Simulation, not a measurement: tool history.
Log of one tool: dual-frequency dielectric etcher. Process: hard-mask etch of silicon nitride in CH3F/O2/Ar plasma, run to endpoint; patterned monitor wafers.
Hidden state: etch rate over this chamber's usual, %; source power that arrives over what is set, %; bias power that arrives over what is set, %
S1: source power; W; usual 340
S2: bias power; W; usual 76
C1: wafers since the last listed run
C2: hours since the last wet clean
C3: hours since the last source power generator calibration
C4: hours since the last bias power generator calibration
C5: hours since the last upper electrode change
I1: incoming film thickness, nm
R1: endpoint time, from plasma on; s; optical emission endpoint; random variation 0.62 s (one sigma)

run	day	S1	S2	C1	C2	C3	C4	C5	I1	R1
1	0	340	87	0	210.1	2345.7	4640.7	3166.8	52.7	80.1
2	0.708	340	76	163	227.1	2362.7	4657.7	3183.8	52.6	86.3
3	4.279	340	76	821	312.8	2448.4	4743.4	3269.5	52.3	84.5
4	5.5	340	76	280	342.1	2477.7	4772.7	3298.8	52.6	84.9
5	6.058	340	76	128	355.5	2491.1	4786.1	3312.2	52.1	83.6
6	6.571	340	76	117	367.8	2503.4	4798.4	3324.5	52.7	84
7	7.208	380	61	146	383.1	2518.7	4813.7	3339.8	53.1	90.1
8	8.096	300	66	204	404.4	2540	4835	3361.1	52.5	92.7
9	9.588	300	66	343	440.2	2575.8	4870.8	3396.9	52.9	92.3
10	10.433	300	66	194	460.5	2596.1	4891.1	3417.2	52.6	93.6
11	11.333	340	76	207	482.1	2617.7	4912.7	3438.8	52.9	83.4
12	11.95	340	76	141	496.9	2632.5	4927.5	3453.6	52.7	83.5
# day 12.738: bias power generator calibrated
# day 13.846: wet clean of the chamber
13	13.867	340	76	172	0.5	2678.5	27.1	3499.6	52.6	87.5
14	14.333	340	89	107	11.7	2689.7	38.3	3510.8	53	82.4
15	14.95	400	82	141	26.5	2704.5	53.1	3525.6	52.6	80.4
16	16.317	400	82	314	59.3	2737.3	85.9	3558.4	52.4	79.8
17	17.733	400	82	326	93.3	2771.3	119.9	3592.4	52.1	79.9
18	18.738	340	76	231	117.4	2795.4	144	3616.5	52.6	86.1
19	19.971	300	84	283	147	2825	173.6	3646.1	52.4	86.4
20	20.954	270	81	226	170.6	2848.6	197.2	3669.7	53.2	92.1
21	21.95	370	87	229	194.5	2872.5	221.1	3693.6	52.7	79.6
22	22.525	340	65	132	208.3	2886.3	234.9	3707.4	52.9	91.5
23	23.508	410	93	226	231.9	2909.9	258.5	3731	53	74.7
# day 24.167: source power generator calibrated
24	24.2	340	76	120	248.5	0.8	275.1	3747.6	52.7	84.6
# day 26.425: upper electrode replaced
25	26.446	270	85	286	302.4	54.7	329	0.5	52.4	86.9
26	26.783	340	62	77	310.5	62.8	337.1	8.6	52.8	93
27	27.917	340	76	260	337.7	90	364.3	35.8	52.5	85.8
28	28.8	340	76	203	358.9	111.2	385.5	57	52.8	85.2
29	29.617	270	60	187	378.5	130.8	405.1	76.6	53.5	101.7
30	30.992	340	76	316	411.5	163.8	438.1	109.6	52.9	84.7
31	32.417	420	89	327	445.7	198	472.3	143.8	52.7	72.8
# day 33.829: wet clean of the chamber
32	33.85	390	62	99	0.5	232.4	506.7	178.2	52.8	91.7
33	35.042	410	89	274	29.1	261	535.3	206.8	52.5	77.3
34	35.796	340	76	173	47.2	279.1	553.4	224.9	52.3	86.7

Forecast each of these 5 alternatives for the next run:
A	35.812	340	76	3	47.6	279.5	553.8	225.3	52.9	?
B	35.812	280	58	3	47.6	279.5	553.8	225.3	52.9	?
C	35.812	390	90	3	47.6	279.5	553.8	225.3	52.9	?
D	35.812	290	88	3	47.6	279.5	553.8	225.3	52.9	?
E	35.812	310	76	3	47.6	279.5	553.8	225.3	52.9	?

run	R1
A	88.2
B	105.7
C	78.4
D	87.4
E	91
Without the tool's hidden state the same runs would have given:
run	R1
A	88.5
B	106
C	78.7
D	87.7
E	91.3

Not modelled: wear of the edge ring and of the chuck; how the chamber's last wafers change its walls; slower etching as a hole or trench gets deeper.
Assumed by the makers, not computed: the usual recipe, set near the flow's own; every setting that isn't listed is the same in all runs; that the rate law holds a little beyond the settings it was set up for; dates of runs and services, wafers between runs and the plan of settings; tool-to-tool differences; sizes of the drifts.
